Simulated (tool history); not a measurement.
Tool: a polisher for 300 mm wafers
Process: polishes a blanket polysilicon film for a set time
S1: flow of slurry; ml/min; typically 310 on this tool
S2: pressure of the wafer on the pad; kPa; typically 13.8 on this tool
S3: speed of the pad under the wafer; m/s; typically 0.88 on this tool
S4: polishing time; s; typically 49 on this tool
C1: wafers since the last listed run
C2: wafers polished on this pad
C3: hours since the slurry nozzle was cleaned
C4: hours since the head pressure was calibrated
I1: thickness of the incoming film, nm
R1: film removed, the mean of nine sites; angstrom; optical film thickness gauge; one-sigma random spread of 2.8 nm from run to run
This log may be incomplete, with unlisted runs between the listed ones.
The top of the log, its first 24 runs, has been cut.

{"run": 25, "hour": 1394.6, "S1": 310, "S2": 13.8, "S3": 0.68, "S4": 49, "C1": 417, "C2": 2314, "C3": 698.2, "C4": 84.6, "I1": 1412, "R1": 2275}
{"hour": 1414.9, "done": "slurry nozzle cleaned"}
{"hour": 1426.5, "done": "worn pad replaced by a new one"}
{"run": 26, "hour": 1436.8, "S1": 280, "S2": 13.8, "S3": 0.8, "S4": 58, "C1": 233, "C2": 64, "C3": 21.9, "C4": 126.8, "I1": 1396, "R1": 3007}
{"run": 27, "hour": 1488.4, "S1": 310, "S2": 13.8, "S3": 0.88, "S4": 49, "C1": 324, "C2": 388, "C3": 73.5, "C4": 178.4, "I1": 1398.6, "R1": 2733}
{"run": 28, "hour": 1534.4, "S1": 310, "S2": 13.8, "S3": 1.08, "S4": 49, "C1": 289, "C2": 678, "C3": 119.5, "C4": 224.4, "I1": 1399.4, "R1": 3100}
{"run": 29, "hour": 1591.2, "S1": 310, "S2": 13.8, "S3": 0.88, "S4": 37, "C1": 357, "C2": 1035, "C3": 176.3, "C4": 281.2, "I1": 1400.7, "R1": 2064}
{"run": 30, "hour": 1658.9, "S1": 390, "S2": 13.8, "S3": 0.88, "S4": 49, "C1": 425, "C2": 1460, "C3": 244, "C4": 348.9, "I1": 1376.8, "R1": 2793}
{"run": 31, "hour": 1701.2, "S1": 215, "S2": 13.8, "S3": 0.78, "S4": 34, "C1": 265, "C2": 1726, "C3": 286.3, "C4": 391.2, "I1": 1380.8, "R1": 1730}
{"run": 32, "hour": 1745.1, "S1": 310, "S2": 13.8, "S3": 0.88, "S4": 49, "C1": 275, "C2": 2002, "C3": 330.2, "C4": 435.1, "I1": 1365, "R1": 2742}
{"hour": 1783.1, "done": "head pressure recalibrated"}
{"run": 33, "hour": 1808.2, "S1": 310, "S2": 11, "S3": 0.8, "S4": 57, "C1": 384, "C2": 2386, "C3": 393.3, "C4": 25.1, "I1": 1405, "R1": 2576}

The next listed run, before its measurement:
{"hour": 1835.0, "done": "worn pad replaced by a new one"}
{"run": 34, "hour": 1879.0, "S1": 310, "S2": 13.8, "S3": 0.88, "S4": 49, "C1": 419, "C2": 276, "C3": 464.1, "C4": 95.9, "I1": 1392.2, "R1": "?"}

Run 34 gave R1 2671 angstrom.
If the tool had no hidden condition, the same run with the same run-to-run variation would have returned R1 2621 angstrom.
